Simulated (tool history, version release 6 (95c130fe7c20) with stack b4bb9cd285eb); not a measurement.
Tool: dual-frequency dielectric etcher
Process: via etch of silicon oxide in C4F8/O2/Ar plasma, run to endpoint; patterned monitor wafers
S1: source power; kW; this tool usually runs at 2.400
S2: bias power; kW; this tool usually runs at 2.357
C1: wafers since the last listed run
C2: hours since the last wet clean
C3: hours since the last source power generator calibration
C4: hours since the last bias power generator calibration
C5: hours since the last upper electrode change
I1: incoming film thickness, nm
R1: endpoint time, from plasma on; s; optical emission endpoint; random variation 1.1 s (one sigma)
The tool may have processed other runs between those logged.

{"run": 1, "hour": 0.0, "S1": 2.66, "S2": 2.357, "C1": 0, "C2": 188.5, "C3": 1534.7, "C4": 2286.5, "C5": 2882.8, "I1": 864.8, "R1": 140.2}
{"run": 2, "hour": 25.3, "S1": 2.4, "S2": 2.357, "C1": 189, "C2": 213.8, "C3": 1560.0, "C4": 2311.8, "C5": 2908.1, "I1": 857.2, "R1": 144.4}
{"run": 3, "hour": 60.6, "S1": 2.4, "S2": 2.357, "C1": 263, "C2": 249.1, "C3": 1595.3, "C4": 2347.1, "C5": 2943.4, "I1": 868.7, "R1": 147.3}
{"run": 4, "hour": 80.6, "S1": 2.4, "S2": 2.357, "C1": 149, "C2": 269.1, "C3": 1615.3, "C4": 2367.1, "C5": 2963.4, "I1": 855.8, "R1": 144.3}
{"run": 5, "hour": 96.9, "S1": 2.22, "S2": 2.357, "C1": 121, "C2": 285.4, "C3": 1631.6, "C4": 2383.4, "C5": 2979.7, "I1": 862.3, "R1": 149.2}
{"run": 6, "hour": 127.2, "S1": 2.22, "S2": 2.357, "C1": 226, "C2": 315.7, "C3": 1661.9, "C4": 2413.7, "C5": 3010.0, "I1": 871.1, "R1": 150.1}
{"run": 7, "hour": 140.8, "S1": 2.22, "S2": 2.357, "C1": 101, "C2": 329.3, "C3": 1675.5, "C4": 2427.3, "C5": 3023.6, "I1": 867.2, "R1": 151.8}
{"run": 8, "hour": 169.3, "S1": 2.4, "S2": 2.357, "C1": 212, "C2": 357.8, "C3": 1704.0, "C4": 2455.8, "C5": 3052.1, "I1": 862.4, "R1": 147.1}
{"run": 9, "hour": 201.0, "S1": 2.4, "S2": 2.357, "C1": 236, "C2": 389.5, "C3": 1735.7, "C4": 2487.5, "C5": 3083.8, "I1": 859.2, "R1": 145.6}
{"run": 10, "hour": 227.4, "S1": 2.4, "S2": 2.357, "C1": 197, "C2": 415.9, "C3": 1762.1, "C4": 2513.9, "C5": 3110.2, "I1": 863.1, "R1": 147.5}
{"run": 11, "hour": 248.2, "S1": 2.4, "S2": 2.357, "C1": 155, "C2": 436.7, "C3": 1782.9, "C4": 2534.7, "C5": 3131.0, "I1": 853.8, "R1": 143.7}
{"run": 12, "hour": 265.2, "S1": 2.69, "S2": 2.772, "C1": 127, "C2": 453.7, "C3": 1799.9, "C4": 2551.7, "C5": 3148.0, "I1": 867.1, "R1": 135.8}
{"run": 13, "hour": 300.8, "S1": 2.4, "S2": 2.357, "C1": 265, "C2": 489.3, "C3": 1835.5, "C4": 2587.3, "C5": 3183.6, "I1": 854.6, "R1": 145.6}
{"run": 14, "hour": 324.9, "S1": 2.4, "S2": 2.357, "C1": 180, "C2": 513.4, "C3": 1859.6, "C4": 2611.4, "C5": 3207.7, "I1": 858.5, "R1": 148.6}
{"run": 15, "hour": 347.0, "S1": 2.72, "S2": 2.713, "C1": 165, "C2": 535.5, "C3": 1881.7, "C4": 2633.5, "C5": 3229.8, "I1": 862.7, "R1": 137.3}
{"run": 16, "hour": 372.9, "S1": 1.83, "S2": 2.163, "C1": 193, "C2": 561.4, "C3": 1907.6, "C4": 2659.4, "C5": 3255.7, "I1": 860.0, "R1": 165.1}
{"hour": 383.6, "done": "source power generator calibrated"}
{"hour": 398.2, "done": "upper electrode replaced"}
{"run": 17, "hour": 408.3, "S1": 1.87, "S2": 2.664, "C1": 125, "C2": 596.8, "C3": 24.7, "C4": 2694.8, "C5": 10.1, "I1": 858.7, "R1": 155.6}
{"hour": 419.4, "done": "bias power generator calibrated"}
{"run": 18, "hour": 431.4, "S1": 2.4, "S2": 2.82, "C1": 142, "C2": 619.9, "C3": 47.8, "C4": 12.0, "C5": 33.2, "I1": 870.4, "R1": 143.6}
{"run": 19, "hour": 463.6, "S1": 2.66, "S2": 2.694, "C1": 240, "C2": 652.1, "C3": 80.0, "C4": 44.2, "C5": 65.4, "I1": 864.8, "R1": 139.1}
{"run": 20, "hour": 485.0, "S1": 2.88, "S2": 2.63, "C1": 159, "C2": 673.5, "C3": 101.4, "C4": 65.6, "C5": 86.8, "I1": 864.6, "R1": 136.5}
{"run": 21, "hour": 500.2, "S1": 2.13, "S2": 1.981, "C1": 113, "C2": 688.7, "C3": 116.6, "C4": 80.8, "C5": 102.0, "I1": 865.4, "R1": 165.9}
{"hour": 534.7, "done": "wet clean of the chamber"}
{"run": 22, "hour": 535.2, "S1": 2.4, "S2": 2.357, "C1": 82, "C2": 0.5, "C3": 151.6, "C4": 115.8, "C5": 137.0, "I1": 865.4, "R1": 142.3}
{"run": 23, "hour": 564.1, "S1": 1.92, "S2": 1.787, "C1": 215, "C2": 29.4, "C3": 180.5, "C4": 144.7, "C5": 165.9, "I1": 864.9, "R1": 165.2}
{"run": 24, "hour": 577.8, "S1": 2.21, "S2": 2.671, "C1": 102, "C2": 43.1, "C3": 194.2, "C4": 158.4, "C5": 179.6, "I1": 871.8, "R1": 141.5}
{"run": 25, "hour": 593.2, "S1": 2.4, "S2": 2.357, "C1": 115, "C2": 58.5, "C3": 209.6, "C4": 173.8, "C5": 195.0, "I1": 864.4, "R1": 141.5}
{"run": 26, "hour": 619.8, "S1": 2.4, "S2": 2.357, "C1": 198, "C2": 85.1, "C3": 236.2, "C4": 200.4, "C5": 221.6, "I1": 857.9, "R1": 143.6}
{"run": 27, "hour": 645.6, "S1": 2.74, "S2": 2.938, "C1": 192, "C2": 110.9, "C3": 262.0, "C4": 226.2, "C5": 247.4, "I1": 863.6, "R1": 128.2}
{"run": 28, "hour": 664.4, "S1": 2.4, "S2": 2.357, "C1": 140, "C2": 129.7, "C3": 280.8, "C4": 245.0, "C5": 266.2, "I1": 858.8, "R1": 141.9}
{"run": 29, "hour": 679.0, "S1": 2.4, "S2": 2.357, "C1": 109, "C2": 144.3, "C3": 295.4, "C4": 259.6, "C5": 280.8, "I1": 866.0, "R1": 143.6}
{"run": 30, "hour": 710.0, "S1": 2.4, "S2": 2.357, "C1": 231, "C2": 175.3, "C3": 326.4, "C4": 290.6, "C5": 311.8, "I1": 862.3, "R1": 142.3}
{"run": 31, "hour": 745.8, "S1": 2.4, "S2": 2.661, "C1": 267, "C2": 211.1, "C3": 362.2, "C4": 326.4, "C5": 347.6, "I1": 861.4, "R1": 139.5}
{"run": 32, "hour": 766.0, "S1": 2.15, "S2": 2.67, "C1": 150, "C2": 231.3, "C3": 382.4, "C4": 346.6, "C5": 367.8, "I1": 860.8, "R1": 143.2}
{"run": 33, "hour": 844.7, "S1": 2.89, "S2": 2.357, "C1": 588, "C2": 310.0, "C3": 461.1, "C4": 425.3, "C5": 446.5, "I1": 862.4, "R1": 137.0}
{"run": 34, "hour": 884.1, "S1": 2.4, "S2": 2.357, "C1": 294, "C2": 349.4, "C3": 500.5, "C4": 464.7, "C5": 485.9, "I1": 850.2, "R1": 141.3}

Difference, measured minus no-hidden-state, one row per run. Run-to-run variation is common to both terms; the gauge's own scatter need not be:
Unlogged tool condition in this case: etch rate over this chamber's usual, %; source power that arrives over what is set, %; bias power that arrives over what is set, %.
run=1 R1=+2.6
run=2 R1=+2.9
run=3 R1=+3.4
run=4 R1=+3.7
run=5 R1=+4.0
run=6 R1=+4.4
run=7 R1=+4.6
run=8 R1=+4.8
run=9 R1=+5.1
run=10 R1=+5.6
run=11 R1=+5.6
run=12 R1=+5.5
run=13 R1=+6.3
run=14 R1=+6.8
run=15 R1=+6.5
run=16 R1=+8.2
run=17 R1=+8.2
run=18 R1=+7.9
run=19 R1=+8.0
run=20 R1=+8.0
run=21 R1=+10.0
run=22 R1=-0.7
run=23 R1=-0.4
run=24 R1=-0.2
run=25 R1=+0.0
run=26 R1=+0.3
run=27 R1=+0.5
run=28 R1=+0.8
run=29 R1=+1.0
run=30 R1=+1.3
run=31 R1=+1.8
run=32 R1=+2.1
run=33 R1=+2.8
run=34 R1=+3.4
